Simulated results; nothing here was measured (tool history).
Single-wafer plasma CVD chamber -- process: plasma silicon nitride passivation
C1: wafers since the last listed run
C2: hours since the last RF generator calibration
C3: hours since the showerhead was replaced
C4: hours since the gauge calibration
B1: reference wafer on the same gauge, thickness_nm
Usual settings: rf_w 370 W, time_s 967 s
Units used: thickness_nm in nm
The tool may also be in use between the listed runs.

{"run": 1, "hour": 0.0, "rf_w": 370, "time_s": 967, "C1": 0, "C2": 1899.4, "C3": 5836.6, "C4": 217.9, "B1": 1187.036, "thickness_nm": 1217.89}
{"run": 2, "hour": 44.9, "rf_w": 370, "time_s": 967, "C1": 98, "C2": 1944.3, "C3": 5881.5, "C4": 262.8, "B1": 1187.606, "thickness_nm": 1213.431}
{"run": 3, "hour": 60.5, "rf_w": 370, "time_s": 967, "C1": 34, "C2": 1959.9, "C3": 5897.1, "C4": 278.4, "B1": 1184.672, "thickness_nm": 1229.863}
{"run": 4, "hour": 88.5, "rf_w": 370, "time_s": 967, "C1": 61, "C2": 1987.9, "C3": 5925.1, "C4": 306.4, "B1": 1183.59, "thickness_nm": 1226.954}
{"run": 5, "hour": 124.5, "rf_w": 370, "time_s": 878, "C1": 78, "C2": 2023.9, "C3": 5961.1, "C4": 342.4, "B1": 1181.891, "thickness_nm": 1107.798}
{"run": 6, "hour": 139.9, "rf_w": 385, "time_s": 967, "C1": 33, "C2": 2039.3, "C3": 5976.5, "C4": 357.8, "B1": 1180.455, "thickness_nm": 1227.71}
{"run": 7, "hour": 168.8, "rf_w": 385, "time_s": 967, "C1": 63, "C2": 2068.2, "C3": 6005.4, "C4": 386.7, "B1": 1179.446, "thickness_nm": 1226.404}
{"run": 8, "hour": 183.6, "rf_w": 370, "time_s": 967, "C1": 32, "C2": 2083, "C3": 6020.2, "C4": 401.5, "B1": 1180.991, "thickness_nm": 1200.444}
{"hour": 203.9, "done": "RF generator calibrated"}
{"run": 9, "hour": 211.4, "rf_w": 425, "time_s": 873, "C1": 43, "C2": 7.5, "C3": 6048, "C4": 429.3, "B1": 1177.89, "thickness_nm": 1139.626}
{"hour": 236.1, "done": "showerhead replaced"}
{"run": 10, "hour": 244.7, "rf_w": 370, "time_s": 967, "C1": 55, "C2": 40.8, "C3": 8.6, "C4": 462.6, "B1": 1176.111, "thickness_nm": 1211.59}
{"hour": 250.8, "done": "gauge calibrated"}
{"run": 11, "hour": 275.7, "rf_w": 310, "time_s": 1132, "C1": 67, "C2": 71.8, "C3": 39.6, "C4": 24.9, "B1": 1195.212, "thickness_nm": 1389}
{"run": 12, "hour": 305.9, "rf_w": 320, "time_s": 1077, "C1": 66, "C2": 102, "C3": 69.8, "C4": 55.1, "B1": 1195.355, "thickness_nm": 1337.447}
{"run": 13, "hour": 324.2, "rf_w": 420, "time_s": 809, "C1": 40, "C2": 120.3, "C3": 88.1, "C4": 73.4, "B1": 1195.51, "thickness_nm": 1066.051}
{"run": 14, "hour": 353.3, "rf_w": 370, "time_s": 967, "C1": 63, "C2": 149.4, "C3": 117.2, "C4": 102.5, "B1": 1193.411, "thickness_nm": 1221.067}
{"run": 15, "hour": 387.1, "rf_w": 335, "time_s": 895, "C1": 74, "C2": 183.2, "C3": 151, "C4": 136.3, "B1": 1190.739, "thickness_nm": 1117.512}
{"run": 16, "hour": 412.2, "rf_w": 370, "time_s": 967, "C1": 55, "C2": 208.3, "C3": 176.1, "C4": 161.4, "B1": 1188.276, "thickness_nm": 1235.852}
{"run": 17, "hour": 446.3, "rf_w": 300, "time_s": 1096, "C1": 74, "C2": 242.4, "C3": 210.2, "C4": 195.5, "B1": 1188.037, "thickness_nm": 1332.58}

For some of the steps in thickness_nm from one run to the next: how much would appear even if the tool had no hidden state, given the settings, what came in and random variation, and how much remains for the hidden state plus any gauge scatter that the measured result and the result without hidden state don't share?
Hidden state at play: delivered RF power above the setpoint (%); gauge reads high (%).
Run 10 -> 11: rf_w 370 -> 310, time_s 967 -> 1132, gauge calibrated. thickness_nm +177.41 nm: hidden state +20.901, all else +156.509.
Run 12 -> 13: rf_w 320 -> 420, time_s 1077 -> 809. thickness_nm -271.396 nm: hidden state +0.309, all else -271.705.

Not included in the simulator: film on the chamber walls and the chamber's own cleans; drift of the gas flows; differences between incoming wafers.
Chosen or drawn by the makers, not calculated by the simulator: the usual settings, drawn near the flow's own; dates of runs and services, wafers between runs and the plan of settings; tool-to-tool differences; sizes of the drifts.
